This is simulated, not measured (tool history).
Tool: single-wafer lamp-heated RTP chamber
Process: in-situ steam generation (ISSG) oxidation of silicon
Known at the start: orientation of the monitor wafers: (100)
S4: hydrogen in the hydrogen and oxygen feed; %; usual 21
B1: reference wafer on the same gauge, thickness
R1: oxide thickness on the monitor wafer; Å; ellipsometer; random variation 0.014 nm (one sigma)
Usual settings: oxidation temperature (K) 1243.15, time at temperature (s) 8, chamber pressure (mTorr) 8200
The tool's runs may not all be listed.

Run 1, hour 0: usual settings; B1 3.689. Result: R1 37.54 Å.
Run 2, hour 22.4: usual settings but chamber pressure (mTorr) 9200, S4 17 %; B1 3.691. Result: R1 35.62 Å.
Run 3, hour 33.5: usual settings but chamber pressure (mTorr) 9200, S4 17 %; B1 3.688. Result: R1 35.57 Å.
Run 4, hour 40.4: usual settings but chamber pressure (mTorr) 9200, S4 17 %; B1 3.688. Result: R1 35.45 Å.
Run 5, hour 46.4: usual settings; B1 3.691. Result: R1 37.75 Å.
Run 6, hour 62.2: usual settings; B1 3.689. Result: R1 37.46 Å.
Run 7, hour 79.5: usual settings; B1 3.691. Result: R1 37.78 Å.
Run 8, hour 87.4: usual settings; B1 3.692. Result: R1 38.03 Å.
Run 9, hour 96.7: usual settings; B1 3.684. Result: R1 37.68 Å.
At hour 127.5: pressure gauge zeroed.
Run 10, hour 146: usual settings; B1 3.688. Result: R1 37.52 Å.
At hour 149.5: gauge calibrated.
Run 11, hour 157.7: usual settings; B1 3.69. Result: R1 37.78 Å.
Run 12, hour 173.5: usual settings; B1 3.693. Result: R1 37.92 Å.
Run 13, hour 185.6: usual settings but oxidation temperature (K) 1229.15; B1 3.691. Result: R1 36.79 Å.
At hour 194.6: hydrogen flow controller replaced.
At hour 221: pyrometer window cleaned and pyrometer calibrated.
Run 14, hour 238.9: usual settings; B1 3.689. Result: R1 38.33 Å.
Run 15, hour 251.8: usual settings but oxidation temperature (K) 1225.15, time at temperature (s) 7; B1 3.69. Result: R1 34.79 Å.
At hour 271.5: pyrometer window cleaned and pyrometer calibrated, repeated, since the last time left the tool worse.
Run 16, hour 272: usual settings but chamber pressure (mTorr) 6900, S4 14 %; B1 3.69. Result: R1 33.17 Å.
Run 17, hour 291.1: usual settings; B1 3.685. Result: R1 37.23 Å.
Run 18, hour 300: usual settings; B1 3.686. Result: R1 37.41 Å.
Run 19, hour 317.3: usual settings but oxidation temperature (K) 1234.15, time at temperature (s) 11, chamber pressure (mTorr) 7000, S4 28 %; B1 3.696. Result: R1 44.53 Å.
Run 20, hour 329.3: usual settings; B1 3.691. Result: R1 37.39 Å.
Run 21, hour 342.9: usual settings but S4 29 %; B1 3.691. Result: R1 40.68 Å.
Run 22, hour 352.1: usual settings; B1 3.691. Result: R1 37.29 Å.
Run 23, hour 368.6: usual settings but chamber pressure (mTorr) 9300, S4 27 %; B1 3.687. Result: R1 39.74 Å.
Run 24, hour 383: usual settings but time at temperature (s) 5, chamber pressure (mTorr) 6900, S4 31 %; B1 3.688. Result: R1 35.33 Å.
Run 25, hour 396.5: usual settings but oxidation temperature (K) 1227.15; B1 3.688. Result: R1 36.19 Å.

Forecast each of these 3 alternatives for the next run:
Run A, hour 396.9: usual settings but chamber pressure (mTorr) 7200; B1 ?. Result: R1 ?.
Run B, hour 396.9: usual settings but oxidation temperature (K) 1262.15, chamber pressure (mTorr) 7700, S4 29 %; B1 ?. Result: R1 ?.
Run C, hour 396.9: usual settings but oxidation temperature (K) 1223.15, time at temperature (s) 9, chamber pressure (mTorr) 7200, S4 30 %; B1 ?. Result: R1 ?.

run     B1     R1
  A  3.696   37.4
  B  3.696  43.15
  C  3.696  41.44
Without the tool's hidden state the same runs would have given:
run     R1
  A  37.22
  B  42.91
  C  41.26
